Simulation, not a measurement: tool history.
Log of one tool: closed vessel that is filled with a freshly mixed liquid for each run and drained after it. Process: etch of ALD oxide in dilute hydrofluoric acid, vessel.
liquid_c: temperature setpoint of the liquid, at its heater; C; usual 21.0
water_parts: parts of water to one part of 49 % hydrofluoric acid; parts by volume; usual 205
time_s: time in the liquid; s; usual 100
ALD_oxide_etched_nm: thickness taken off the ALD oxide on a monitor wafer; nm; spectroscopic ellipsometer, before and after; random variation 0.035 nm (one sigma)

run,day,liquid_c,water_parts,time_s,wafers since the last listed run,hours since the thermometer was replaced,hours since the hydrofluoric acid flow meter was replaced,hours since the gauge calibration,"read-back film thickness of the ALD oxide reference wafer, read on the same gauge (nm)",ALD_oxide_etched_nm
1,0.000,21.0,205,100,0,1215.3,821.2,1255.1,80.028,4.248
2,1.950,24.5,270,100,3477,1262.1,868.0,1301.9,80.005,3.384
3,4.392,24.5,270,100,4353,1320.7,926.6,1360.5,80.046,3.439
4,5.633,24.5,270,100,2214,1350.5,956.4,1390.3,80.024,3.432
5,8.454,21.0,205,100,5029,1418.2,1024.1,1458.0,79.983,4.261
6,10.638,21.0,205,100,3893,1470.6,1076.5,1510.4,79.959,4.213
7,12.925,21.0,205,100,4078,1525.5,1131.4,1565.3,80.023,4.191
8,14.667,21.0,205,100,3105,1567.3,1173.2,1607.1,80.000,4.263
9,16.396,21.0,205,100,3083,1608.8,1214.7,1648.6,80.000,4.216
10,17.596,21.0,205,100,2139,1637.6,1243.5,1677.4,80.000,4.278
# day 18.696: gauge calibrated
# day 19.650: hydrofluoric acid flow meter replaced
11,20.262,21.0,205,100,4680,1701.6,14.7,37.6,80.004,4.264
12,23.183,21.0,205,100,5208,1771.7,84.8,107.7,80.001,4.219
13,24.254,21.0,205,100,1909,1797.4,110.5,133.4,80.018,4.275
# day 24.333: thermometer replaced
14,25.321,25.5,205,135,1827,23.7,136.1,159.0,80.011,6.714

Forecast run 15:
15,26.754,23.5,145,135,2555,58.1,170.5,193.4,?,?

read-back film thickness of the ALD oxide reference wafer, read on the same gauge (nm): 80.029
ALD_oxide_etched_nm: 9.577 nm
Without the tool's hidden state the same run would have given ALD_oxide_etched_nm 9.577 nm.

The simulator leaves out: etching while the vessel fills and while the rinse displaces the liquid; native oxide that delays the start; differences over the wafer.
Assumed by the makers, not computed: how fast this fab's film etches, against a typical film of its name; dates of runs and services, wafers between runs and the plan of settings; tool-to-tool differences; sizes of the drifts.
